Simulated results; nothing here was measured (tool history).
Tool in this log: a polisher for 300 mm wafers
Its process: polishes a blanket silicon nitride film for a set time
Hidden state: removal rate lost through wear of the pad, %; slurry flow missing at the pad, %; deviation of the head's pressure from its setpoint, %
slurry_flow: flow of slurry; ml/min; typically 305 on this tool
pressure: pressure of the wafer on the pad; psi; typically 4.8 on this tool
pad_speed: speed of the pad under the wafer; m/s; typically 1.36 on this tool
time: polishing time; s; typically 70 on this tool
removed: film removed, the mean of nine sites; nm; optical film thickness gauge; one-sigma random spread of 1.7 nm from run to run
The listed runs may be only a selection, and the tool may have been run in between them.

| run | hour | slurry_flow | pressure | pad_speed | time | wafers since the last listed run | wafers polished on this pad | hours since the slurry nozzle was cleaned | hours since the head pressure was calibrated | incoming thickness of the incoming film, nm | removed |
|---|---|---|---|---|---|---|---|---|---|---|---|
| 1 | 0 | 305 | 4.8 | 1.36 | 70 | 0 | 529 | 281.9 | 952.2 | 608.6 | 171.3 |
| 2 | 33 | 305 | 4.8 | 1.36 | 70 | 229 | 758 | 314.9 | 985.2 | 599.5 | 170.8 |
| 3 | 56.1 | 305 | 4.8 | 1.6 | 70 | 160 | 918 | 338 | 1008.3 | 594.2 | 190.1 |
|  | 67.5 | worn pad replaced by a new one |
| 4 | 77.6 | 305 | 4.8 | 1.6 | 70 | 121 | 70 | 359.5 | 1029.8 | 599.7 | 193.8 |
| 5 | 109 | 305 | 4.8 | 1.6 | 70 | 218 | 288 | 390.9 | 1061.2 | 598.6 | 192.8 |
| 6 | 137.1 | 305 | 4.8 | 1.36 | 70 | 195 | 483 | 419 | 1089.3 | 603.7 | 165.2 |
| 7 | 171 | 305 | 4.8 | 1.36 | 70 | 235 | 718 | 452.9 | 1123.2 | 599.1 | 168.1 |
|  | 195.7 | worn pad replaced by a new one |
| 8 | 196.2 | 305 | 4.8 | 1.64 | 70 | 147 | 3 | 478.1 | 1148.4 | 600 | 194 |
| 9 | 210.1 | 305 | 4.8 | 1.64 | 70 | 96 | 100 | 492 | 1162.3 | 604.9 | 193.8 |
|  | 222.3 | slurry nozzle cleaned |
| 10 | 244 | 305 | 4.8 | 1.64 | 70 | 228 | 328 | 21.7 | 1196.2 | 601.7 | 194.1 |
| 11 | 263.8 | 305 | 4.8 | 1.36 | 70 | 137 | 466 | 41.5 | 1216 | 600.4 | 167 |
| 12 | 307 | 305 | 4.5 | 1.36 | 70 | 300 | 766 | 84.7 | 1259.2 | 587.4 | 157.1 |
|  | 329.4 | worn pad replaced by a new one |
| 13 | 329.9 | 305 | 4.8 | 1.6 | 70 | 131 | 3 | 107.6 | 1282.1 | 598.1 | 188.5 |
| 14 | 358.5 | 305 | 4.8 | 1.36 | 70 | 198 | 201 | 136.2 | 1310.7 | 604.4 | 162.8 |
| 15 | 380.3 | 215 | 4.8 | 1.6 | 70 | 151 | 353 | 158 | 1332.5 | 610.3 | 182.7 |
| 16 | 399.9 | 340 | 4.8 | 1.6 | 78 | 136 | 489 | 177.6 | 1352.1 | 594.5 | 210 |
| 17 | 433.2 | 375 | 4.8 | 1.36 | 82 | 231 | 720 | 210.9 | 1385.4 | 600.7 | 193.1 |
| 18 | 460 | 305 | 4.8 | 1.36 | 70 | 186 | 906 | 237.7 | 1412.2 | 595.2 | 162.2 |
|  | 472.4 | head pressure recalibrated |
|  | 472.5 | worn pad replaced by a new one, of another model than before |
| 19 | 494.3 | 330 | 3.5 | 0.92 | 70 | 223 | 151 | 272 | 21.9 | 596.8 | 118.7 |
| 20 | 528.4 | 395 | 6 | 1.06 | 58 | 236 | 388 | 306.1 | 56 | 597.4 | 161.7 |
| 21 | 546.4 | 240 | 4.8 | 1.36 | 70 | 125 | 513 | 324.1 | 74 | 590 | 178.2 |
| 22 | 576.2 | 305 | 4.8 | 1.52 | 70 | 206 | 720 | 353.9 | 103.8 | 603.1 | 199.6 |
|  | 584.1 | worn pad replaced by a new one |
| 23 | 605.9 | 305 | 4.8 | 1.56 | 70 | 178 | 151 | 383.6 | 133.5 | 603.1 | 201.1 |
| 24 | 641.8 | 305 | 3.7 | 1.66 | 85 | 249 | 400 | 419.5 | 169.4 | 598.9 | 212.7 |

Branching from run 24: 3 alternative next runs. What would each branch give?
| A | 642.2 | 305 | 4.8 | 1.8 | 70 | 2 | 403 | 419.9 | 169.8 | 596.9 | ? |
| B | 642.2 | 255 | 4.8 | 1.36 | 50 | 2 | 403 | 419.9 | 169.8 | 596.9 | ? |
| C | 642.2 | 275 | 4.2 | 1.36 | 89 | 2 | 403 | 419.9 | 169.8 | 596.9 | ? |

| run | removed |
|---|---|
| A | 219.2 |
| B | 128.1 |
| C | 209.8 |
With the hidden condition removed and each run's random variation left untouched, the same runs would have given:
| run | removed |
|---|---|
| A | 218.9 |
| B | 127.9 |
| C | 209.5 |
